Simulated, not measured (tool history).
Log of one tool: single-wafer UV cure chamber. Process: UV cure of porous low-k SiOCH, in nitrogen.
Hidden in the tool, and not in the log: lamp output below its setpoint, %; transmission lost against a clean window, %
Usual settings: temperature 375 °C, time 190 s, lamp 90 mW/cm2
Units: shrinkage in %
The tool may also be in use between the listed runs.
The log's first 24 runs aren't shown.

| run | hour | temperature | time | lamp | wafers since the last listed run | hours since the UV bulbs were replaced | wafers since the quartz window was cleaned | shrinkage |
|---|---|---|---|---|---|---|---|---|
| 25 | 331.7 | 363 | 190 | 67 | 53 | 165.1 | 515 | 9.106 |
| 26 | 346.1 | 375 | 190 | 101 | 91 | 179.5 | 607 | 10.958 |
| 27 | 358.8 | 375 | 190 | 114 | 80 | 192.2 | 687 | 11.845 |
| 28 | 370.9 | 375 | 270 | 90 | 76 | 204.3 | 764 | 12.164 |
| 29 | 380.6 | 367 | 130 | 126 | 61 | 214.0 | 825 | 10.133 |
| 30 | 398.1 | 384 | 190 | 125 | 110 | 231.5 | 936 | 11.999 |
| 31 | 410.2 | 369 | 290 | 74 | 76 | 243.6 | 1013 | 11.296 |
| 32 | 456.4 | 369 | 295 | 106 | 292 | 289.8 | 1305 | 12.780 |
| 33 | 482.5 | 375 | 190 | 90 | 165 | 315.9 | 1470 | 10.113 |
| 34 | 496.7 | 384 | 130 | 90 | 89 | 330.1 | 1560 | 8.711 |
| 35 | 507.2 | 375 | 190 | 90 | 66 | 340.6 | 1627 | 10.233 |
| 36 | 514.1 | 375 | 190 | 90 | 43 | 347.5 | 1670 | 10.197 |

Forecast each of these 3 alternatives for the next run:
| A | 514.6 | 375 | 190 | 90 | 3 | 348.0 | 1674 | ? |
| B | 514.6 | 375 | 145 | 90 | 3 | 348.0 | 1674 | ? |
| C | 514.6 | 375 | 190 | 79 | 3 | 348.0 | 1674 | ? |

| run | shrinkage |
|---|---|
| A | 10.227 |
| B | 9.031 |
| C | 9.646 |
Without the tool's hidden state the same runs would have given:
| run | shrinkage |
|---|---|
| A | 11.157 |
| B | 9.939 |
| C | 10.566 |
